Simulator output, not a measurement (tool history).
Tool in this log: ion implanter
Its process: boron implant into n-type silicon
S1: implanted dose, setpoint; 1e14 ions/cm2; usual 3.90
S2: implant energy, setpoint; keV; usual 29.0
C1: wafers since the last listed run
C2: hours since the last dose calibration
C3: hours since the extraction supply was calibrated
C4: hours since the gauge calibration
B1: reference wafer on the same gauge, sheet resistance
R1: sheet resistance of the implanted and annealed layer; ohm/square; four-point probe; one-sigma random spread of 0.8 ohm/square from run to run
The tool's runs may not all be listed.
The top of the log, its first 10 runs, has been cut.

run,hour,S1,S2,C1,C2,C3,C4,B1,R1
11,208.7,3.90,29.0,575,241.7,4367.3,600.4,257.97,236.18
12,233.0,3.90,29.0,438,266.0,4391.6,624.7,258.08,237.88
13,280.4,3.90,29.0,855,313.4,4439.0,672.1,258.03,237.99
14,304.8,3.90,29.0,440,337.8,4463.4,696.5,258.12,237.56
15,330.8,3.90,29.0,468,363.8,4489.4,722.5,258.05,237.32
16,347.3,3.90,29.0,297,380.3,4505.9,739.0,257.95,236.80
17,373.9,3.55,24.5,479,406.9,4532.5,765.6,258.10,261.64
18,402.2,3.55,24.5,510,435.2,4560.8,793.9,257.97,262.20
19,438.1,4.52,29.0,647,471.1,4596.7,829.8,257.91,210.61
20,458.5,3.14,20.0,367,491.5,4617.1,850.2,258.01,294.94
21,476.5,3.90,29.0,324,509.5,4635.1,868.2,257.85,240.54
# hour 488.1: Faraday cup replaced and dose calibrated
22,501.2,2.75,36.5,301,13.1,4659.8,892.9,257.97,298.94
# hour 512.3: gauge calibrated
23,530.0,3.90,29.0,519,41.9,4688.6,17.7,257.96,231.48
24,542.2,3.90,29.0,220,54.1,4700.8,29.9,257.84,230.60
# hour 552.2: extraction supply calibrated
25,573.3,3.09,29.0,416,85.2,21.1,61.0,257.89,280.72
26,601.8,3.90,29.0,514,113.7,49.6,89.5,257.96,235.76
27,668.2,4.34,29.0,1197,180.1,116.0,155.9,257.83,216.49
28,697.9,5.06,34.0,535,209.8,145.7,185.6,258.09,187.23

The next listed run, before its measurement:
29,727.2,4.49,22.0,528,239.1,175.0,214.9,?,?

B1: 257.99
R1: 217.60 ohm/square
The same run, on a tool lacking any hidden state, would have yielded R1 211.72 ohm/square.

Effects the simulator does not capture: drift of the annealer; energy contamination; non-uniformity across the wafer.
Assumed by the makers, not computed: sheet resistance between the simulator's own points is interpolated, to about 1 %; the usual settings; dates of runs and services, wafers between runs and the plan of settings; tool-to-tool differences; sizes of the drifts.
